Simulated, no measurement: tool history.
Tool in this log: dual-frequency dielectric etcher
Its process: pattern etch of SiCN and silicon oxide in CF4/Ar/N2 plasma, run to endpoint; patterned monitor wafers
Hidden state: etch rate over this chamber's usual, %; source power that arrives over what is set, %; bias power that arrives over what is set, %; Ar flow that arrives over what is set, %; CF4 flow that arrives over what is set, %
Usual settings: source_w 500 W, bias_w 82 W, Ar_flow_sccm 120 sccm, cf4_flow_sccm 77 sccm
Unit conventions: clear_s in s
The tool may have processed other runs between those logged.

run,hour,source_w,bias_w,Ar_flow_sccm,cf4_flow_sccm,wafers since the last listed run,hours since the last wet clean,hours since the last source power generator calibration,hours since the last bias power generator calibration,hours since the last Ar flow controller change,hours since the last CF4 flow controller change,hours since the last upper electrode change,"incoming incoming film thickness, nm",clear_s
1,0,500,82,120,64,0,340.5,3666.7,1477,2410.9,4140.7,2211.1,11.44,11
2,22.9,500,82,120,64,311,363.4,3689.6,1499.9,2433.8,4163.6,2234,11.54,10.9
3,48.9,500,82,120,77,353,389.4,3715.6,1525.9,2459.8,4189.6,2260,11.44,10.7
# hour 77.4: CF4 flow controller replaced
4,77.8,500,82,128,77,311,418.3,3744.5,1554.8,2488.7,0.4,2288.9,11.47,10.5
5,91.8,500,82,120,77,190,432.3,3758.5,1568.8,2502.7,14.4,2302.9,11.56,10.7
# hour 107: source power generator calibrated
6,109.3,500,76,120,77,183,449.8,2.3,1586.3,2520.2,31.9,2320.4,11.36,10.8
7,136.7,500,76,120,77,372,477.2,29.7,1613.7,2547.6,59.3,2347.8,11.57,11.1
8,161.8,500,76,120,77,341,502.3,54.8,1638.8,2572.7,84.4,2372.9,11.54,11
# hour 177.8: bias power generator calibrated
9,178.3,500,76,120,77,170,518.8,71.3,0.5,2589.2,100.9,2389.4,11.56,11.1
10,194.3,500,82,120,86,217,534.8,87.3,16.5,2605.2,116.9,2405.4,11.52,10.3
11,206.5,460,93,107,77,166,547,99.5,28.7,2617.4,129.1,2417.6,11.43,10.5
12,228.4,500,90,94,77,298,568.9,121.4,50.6,2639.3,151,2439.5,11.65,9.8
# hour 258: wet clean of the chamber
13,261.4,500,82,120,82,122,3.4,154.4,83.6,2672.3,184,2472.5,11.4,11
# hour 294.2: upper electrode replaced
14,294.7,500,82,120,77,126,36.7,187.7,116.9,2705.6,217.3,0.5,11.53,11.2
15,305.5,540,82,120,77,147,47.5,198.5,127.7,2716.4,228.1,11.3,11.58,10.4
16,332,540,89,120,77,360,74,225,154.2,2742.9,254.6,37.8,11.53,9.8
17,346.9,500,68,109,90,202,88.9,239.9,169.1,2757.8,269.5,52.7,11.51,11.9
18,368.8,570,82,120,77,298,110.8,261.8,191,2779.7,291.4,74.6,11.53,9.7
19,400.7,470,82,131,86,434,142.7,293.7,222.9,2811.6,323.3,106.5,11.44,11.6
# hour 421.3: Ar flow controller replaced
20,421.8,500,82,143,85,205,163.8,314.8,244,0.5,344.4,127.6,11.5,11.2
21,450,570,82,120,77,383,192,343,272.2,28.7,372.6,155.8,11.63,9.7
22,520.1,380,82,120,85,954,262.1,413.1,342.3,98.8,442.7,225.9,11.49,14.3
23,547.2,430,82,120,77,368,289.2,440.2,369.4,125.9,469.8,253,11.42,12.7
24,578.2,440,82,120,77,421,320.2,471.2,400.4,156.9,500.8,284,11.56,12.6
25,597.9,500,68,97,77,268,339.9,490.9,420.1,176.6,520.5,303.7,11.41,11.5

Predict each of these 3 candidate next runs independently; none follows another, all start after run 25:
A,598.3,500,82,120,92,5,340.3,491.3,420.5,177,520.9,304.1,11.52,?
B,598.3,500,82,130,69,5,340.3,491.3,420.5,177,520.9,304.1,11.52,?
C,598.3,500,82,101,94,5,340.3,491.3,420.5,177,520.9,304.1,11.52,?

run,clear_s
A,10.6
B,11.2
C,10.4
Without the tool's hidden state the same runs would have given:
run,clear_s
A,10.9
B,11.5
C,10.6
